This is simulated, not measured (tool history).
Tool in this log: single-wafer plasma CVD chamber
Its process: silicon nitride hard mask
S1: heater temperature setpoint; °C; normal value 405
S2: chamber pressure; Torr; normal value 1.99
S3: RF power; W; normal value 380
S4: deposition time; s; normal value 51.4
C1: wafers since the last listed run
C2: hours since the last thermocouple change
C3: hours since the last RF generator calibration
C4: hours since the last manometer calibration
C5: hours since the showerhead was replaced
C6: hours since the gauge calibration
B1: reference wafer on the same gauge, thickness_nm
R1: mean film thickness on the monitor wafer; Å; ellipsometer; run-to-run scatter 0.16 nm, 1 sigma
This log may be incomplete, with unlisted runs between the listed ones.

{"run": 1, "hour": 0.0, "S1": 405, "S2": 1.99, "S3": 360, "S4": 51.4, "C1": 0, "C2": 1410.4, "C3": 2002.1, "C4": 1308.4, "C5": 3222.0, "C6": 616.2, "B1": 67.103, "R1": 634.5}
{"hour": 61.9, "done": "capacitance manometer re-zeroed and calibrated"}
{"run": 2, "hour": 62.4, "S1": 405, "S2": 1.99, "S3": 360, "S4": 51.4, "C1": 1378, "C2": 1472.8, "C3": 2064.5, "C4": 0.5, "C5": 3284.4, "C6": 678.6, "B1": 67.125, "R1": 634.89}
{"run": 3, "hour": 101.6, "S1": 405, "S2": 1.99, "S3": 380, "S4": 51.4, "C1": 993, "C2": 1512.0, "C3": 2103.7, "C4": 39.7, "C5": 3323.6, "C6": 717.8, "B1": 67.198, "R1": 656.83}
{"run": 4, "hour": 153.9, "S1": 405, "S2": 1.99, "S3": 380, "S4": 51.4, "C1": 1324, "C2": 1564.3, "C3": 2156.0, "C4": 92.0, "C5": 3375.9, "C6": 770.1, "B1": 67.103, "R1": 659.27}
{"run": 5, "hour": 184.6, "S1": 405, "S2": 1.99, "S3": 380, "S4": 51.4, "C1": 777, "C2": 1595.0, "C3": 2186.7, "C4": 122.7, "C5": 3406.6, "C6": 800.8, "B1": 67.029, "R1": 658.9}
{"run": 6, "hour": 254.2, "S1": 405, "S2": 1.99, "S3": 380, "S4": 51.4, "C1": 1763, "C2": 1664.6, "C3": 2256.3, "C4": 192.3, "C5": 3476.2, "C6": 870.4, "B1": 67.138, "R1": 657.55}
{"run": 7, "hour": 298.2, "S1": 405, "S2": 1.99, "S3": 380, "S4": 51.4, "C1": 1114, "C2": 1708.6, "C3": 2300.3, "C4": 236.3, "C5": 3520.2, "C6": 914.4, "B1": 67.018, "R1": 655.52}
{"run": 8, "hour": 341.4, "S1": 405, "S2": 1.99, "S3": 380, "S4": 51.4, "C1": 1094, "C2": 1751.8, "C3": 2343.5, "C4": 279.5, "C5": 3563.4, "C6": 957.6, "B1": 67.065, "R1": 654.97}
{"run": 9, "hour": 376.0, "S1": 405, "S2": 1.8, "S3": 380, "S4": 51.4, "C1": 876, "C2": 1786.4, "C3": 2378.1, "C4": 314.1, "C5": 3598.0, "C6": 992.2, "B1": 67.121, "R1": 643.37}
{"run": 10, "hour": 444.9, "S1": 405, "S2": 1.8, "S3": 380, "S4": 51.4, "C1": 1745, "C2": 1855.3, "C3": 2447.0, "C4": 383.0, "C5": 3666.9, "C6": 1061.1, "B1": 67.065, "R1": 640.03}
{"run": 11, "hour": 504.9, "S1": 405, "S2": 1.99, "S3": 380, "S4": 51.4, "C1": 1519, "C2": 1915.3, "C3": 2507.0, "C4": 443.0, "C5": 3726.9, "C6": 1121.1, "B1": 67.098, "R1": 651.76}
{"run": 12, "hour": 554.1, "S1": 391, "S2": 1.99, "S3": 335, "S4": 51.4, "C1": 1246, "C2": 1964.5, "C3": 2556.2, "C4": 492.2, "C5": 3776.1, "C6": 1170.3, "B1": 67.167, "R1": 600.24}
{"run": 13, "hour": 596.3, "S1": 418, "S2": 1.74, "S3": 335, "S4": 60.3, "C1": 1069, "C2": 2006.7, "C3": 2598.4, "C4": 534.4, "C5": 3818.3, "C6": 1212.5, "B1": 67.05, "R1": 682.54}
{"hour": 598.3, "done": "gauge calibrated"}
{"run": 14, "hour": 664.0, "S1": 405, "S2": 1.78, "S3": 380, "S4": 51.4, "C1": 1715, "C2": 2074.4, "C3": 2666.1, "C4": 602.1, "C5": 3886.0, "C6": 65.7, "B1": 67.106, "R1": 639.55}
{"hour": 736.5, "done": "RF generator calibrated"}
{"run": 15, "hour": 840.0, "S1": 405, "S2": 1.84, "S3": 400, "S4": 44.4, "C1": 4255, "C2": 2250.4, "C3": 103.5, "C4": 778.1, "C5": 4062.0, "C6": 241.7, "B1": 67.066, "R1": 599.26}
{"run": 16, "hour": 910.3, "S1": 405, "S2": 1.84, "S3": 400, "S4": 44.4, "C1": 1780, "C2": 2320.7, "C3": 173.8, "C4": 848.4, "C5": 4132.3, "C6": 312.0, "B1": 67.15, "R1": 599.06}
{"run": 17, "hour": 936.1, "S1": 405, "S2": 1.99, "S3": 380, "S4": 60.5, "C1": 653, "C2": 2346.5, "C3": 199.6, "C4": 874.2, "C5": 4158.1, "C6": 337.8, "B1": 67.079, "R1": 799.99}
{"hour": 1013.4, "done": "thermocouple changed; heater temperature recalibrated"}
{"hour": 1035.3, "done": "showerhead replaced"}
{"run": 18, "hour": 1119.1, "S1": 405, "S2": 1.79, "S3": 340, "S4": 51.4, "C1": 4230, "C2": 105.7, "C3": 382.6, "C4": 1057.2, "C5": 83.8, "C6": 520.8, "B1": 67.139, "R1": 618.58}
{"run": 19, "hour": 1156.3, "S1": 400, "S2": 1.99, "S3": 380, "S4": 45.8, "C1": 942, "C2": 142.9, "C3": 419.8, "C4": 1094.4, "C5": 121.0, "C6": 558.0, "B1": 67.144, "R1": 604.87}
{"hour": 1202.1, "done": "capacitance manometer re-zeroed and calibrated"}
{"run": 20, "hour": 1202.4, "S1": 405, "S2": 2.14, "S3": 380, "S4": 54.5, "C1": 965, "C2": 189.0, "C3": 465.9, "C4": 0.3, "C5": 167.1, "C6": 604.1, "B1": 67.005, "R1": 725.92}
{"run": 21, "hour": 1243.6, "S1": 414, "S2": 1.69, "S3": 380, "S4": 51.4, "C1": 1043, "C2": 230.2, "C3": 507.1, "C4": 41.5, "C5": 208.3, "C6": 645.3, "B1": 67.111, "R1": 658.07}
{"run": 22, "hour": 1297.1, "S1": 395, "S2": 1.99, "S3": 380, "S4": 44.9, "C1": 1355, "C2": 283.7, "C3": 560.6, "C4": 95.0, "C5": 261.8, "C6": 698.8, "B1": 67.146, "R1": 593.34}
{"run": 23, "hour": 1367.3, "S1": 405, "S2": 1.99, "S3": 380, "S4": 43.6, "C1": 1778, "C2": 353.9, "C3": 630.8, "C4": 165.2, "C5": 332.0, "C6": 769.0, "B1": 67.099, "R1": 575.34}
{"run": 24, "hour": 1408.4, "S1": 405, "S2": 1.99, "S3": 380, "S4": 51.4, "C1": 1041, "C2": 395.0, "C3": 671.9, "C4": 206.3, "C5": 373.1, "C6": 810.1, "B1": 67.097, "R1": 675.88}
{"run": 25, "hour": 1442.1, "S1": 409, "S2": 2.25, "S3": 345, "S4": 54.5, "C1": 853, "C2": 428.7, "C3": 705.6, "C4": 240.0, "C5": 406.8, "C6": 843.8, "B1": 67.087, "R1": 683.98}
{"run": 26, "hour": 1482.0, "S1": 405, "S2": 1.99, "S3": 380, "S4": 51.4, "C1": 1010, "C2": 468.6, "C3": 745.5, "C4": 279.9, "C5": 446.7, "C6": 883.7, "B1": 67.169, "R1": 672.7}
{"run": 27, "hour": 1545.5, "S1": 405, "S2": 1.99, "S3": 380, "S4": 51.4, "C1": 1608, "C2": 532.1, "C3": 809.0, "C4": 343.4, "C5": 510.2, "C6": 947.2, "B1": 67.096, "R1": 675.1}
{"run": 28, "hour": 1598.1, "S1": 416, "S2": 1.54, "S3": 425, "S4": 42.6, "C1": 1332, "C2": 584.7, "C3": 861.6, "C4": 396.0, "C5": 562.8, "C6": 999.8, "B1": 67.081, "R1": 571.14}

State the hidden condition of the tool at each of the runs:
wafer temperature above the value expected at the setpoint (K): 0 across all the runs
true pressure above the setpoint (%): 0 across all the runs
gauge reads high (%): 0 across all the runs
H1: delivered RF power above the setpoint (%)
run=1 H1=-5.24
run=2 H1=-5.37
run=3 H1=-5.46
run=4 H1=-5.57
run=5 H1=-5.63
run=6 H1=-5.78
run=7 H1=-5.88
run=8 H1=-5.97
run=9 H1=-6.04
run=10 H1=-6.19
run=11 H1=-6.32
run=12 H1=-6.42
run=13 H1=-6.51
run=14 H1=-6.66
run=15 H1=-0.313
run=16 H1=-0.463
run=17 H1=-0.518
run=18 H1=-0.909
run=19 H1=-0.988
run=20 H1=-1.09
run=21 H1=-1.17
run=22 H1=-1.29
run=23 H1=-1.44
run=24 H1=-1.53
run=25 H1=-1.6
run=26 H1=-1.68
run=27 H1=-1.82
run=28 H1=-1.93
